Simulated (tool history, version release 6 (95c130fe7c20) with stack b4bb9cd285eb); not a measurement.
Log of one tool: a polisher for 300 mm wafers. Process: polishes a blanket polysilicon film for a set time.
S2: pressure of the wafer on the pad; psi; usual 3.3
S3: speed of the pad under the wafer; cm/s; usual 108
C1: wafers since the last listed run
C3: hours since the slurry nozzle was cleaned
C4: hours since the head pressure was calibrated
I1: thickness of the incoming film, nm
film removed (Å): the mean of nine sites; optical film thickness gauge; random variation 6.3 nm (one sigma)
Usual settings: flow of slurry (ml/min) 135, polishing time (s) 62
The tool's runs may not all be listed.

run 1 hour=0.0 | flow_of_slurry_(ml/min)=120 S2=3.3 S3=84 polishing_time_(s)=62 | C1=0 wafers_polished_on_this_pad=356 C3=513.2 C4=800.8 | I1=2136.5 | film_removed_(Å)=5479
run 2 hour=30.3 | flow_of_slurry_(ml/min)=120 S2=3.3 S3=84 polishing_time_(s)=62 | C1=379 wafers_polished_on_this_pad=736 C3=543.5 C4=831.1 | I1=2107.1 | film_removed_(Å)=5258
-- hour=37.2 worn pad replaced by a new one
run 3 hour=44.0 | flow_of_slurry_(ml/min)=170 S2=3.3 S3=108 polishing_time_(s)=62 | C1=121 wafers_polished_on_this_pad=85 C3=557.2 C4=844.8 | I1=2143.8 | film_removed_(Å)=7762
run 4 hour=77.2 | flow_of_slurry_(ml/min)=170 S2=3.3 S3=108 polishing_time_(s)=62 | C1=416 wafers_polished_on_this_pad=501 C3=590.4 C4=878.0 | I1=2100.9 | film_removed_(Å)=7463
-- hour=105.5 worn pad replaced by a new one
run 5 hour=106.0 | flow_of_slurry_(ml/min)=135 S2=3.3 S3=96 polishing_time_(s)=62 | C1=310 wafers_polished_on_this_pad=6 C3=619.2 C4=906.8 | I1=2142.1 | film_removed_(Å)=6563
run 6 hour=137.8 | flow_of_slurry_(ml/min)=135 S2=3.3 S3=96 polishing_time_(s)=62 | C1=398 wafers_polished_on_this_pad=404 C3=651.0 C4=938.6 | I1=2115.6 | film_removed_(Å)=6410
-- hour=155.9 slurry nozzle cleaned
-- hour=167.1 head pressure recalibrated
run 7 hour=170.9 | flow_of_slurry_(ml/min)=115 S2=3.3 S3=108 polishing_time_(s)=62 | C1=377 wafers_polished_on_this_pad=782 C3=15.0 C4=3.8 | I1=2076.7 | film_removed_(Å)=6536
-- hour=178.6 worn pad replaced by a new one
run 8 hour=200.5 | flow_of_slurry_(ml/min)=165 S2=3.3 S3=108 polishing_time_(s)=62 | C1=320 wafers_polished_on_this_pad=274 C3=44.6 C4=33.4 | I1=2104.9 | film_removed_(Å)=7681
run 9 hour=227.2 | flow_of_slurry_(ml/min)=135 S2=3.3 S3=108 polishing_time_(s)=62 | C1=334 wafers_polished_on_this_pad=608 C3=71.3 C4=60.1 | I1=2145.5 | film_removed_(Å)=6978
-- hour=247.4 worn pad replaced by a new one
run 10 hour=254.9 | flow_of_slurry_(ml/min)=100 S2=3.3 S3=108 polishing_time_(s)=81 | C1=297 wafers_polished_on_this_pad=93 C3=99.0 C4=87.8 | I1=2097.6 | film_removed_(Å)=9067
run 11 hour=283.6 | flow_of_slurry_(ml/min)=135 S2=3.3 S3=108 polishing_time_(s)=62 | C1=359 wafers_polished_on_this_pad=453 C3=127.7 C4=116.5 | I1=2093.8 | film_removed_(Å)=7220
-- hour=308.1 worn pad replaced by a new one
run 12 hour=317.1 | flow_of_slurry_(ml/min)=180 S2=4.1 S3=132 polishing_time_(s)=40 | C1=369 wafers_polished_on_this_pad=112 C3=161.2 C4=150.0 | I1=2125.7 | film_removed_(Å)=7429
run 13 hour=338.3 | flow_of_slurry_(ml/min)=170 S2=2.9 S3=136 polishing_time_(s)=62 | C1=265 wafers_polished_on_this_pad=378 C3=182.4 C4=171.2 | I1=2136.9 | film_removed_(Å)=8484

The next listed run, before its measurement:
run 14 hour=353.0 | flow_of_slurry_(ml/min)=115 S2=3.3 S3=108 polishing_time_(s)=80 | C1=184 wafers_polished_on_this_pad=563 C3=197.1 C4=185.9 | I1=2090.2 | film_removed_(Å)=?

{"run 14": {"film removed (Å)": 8968}}
Without the tool's hidden state the same run would have given film removed (Å) 9400.

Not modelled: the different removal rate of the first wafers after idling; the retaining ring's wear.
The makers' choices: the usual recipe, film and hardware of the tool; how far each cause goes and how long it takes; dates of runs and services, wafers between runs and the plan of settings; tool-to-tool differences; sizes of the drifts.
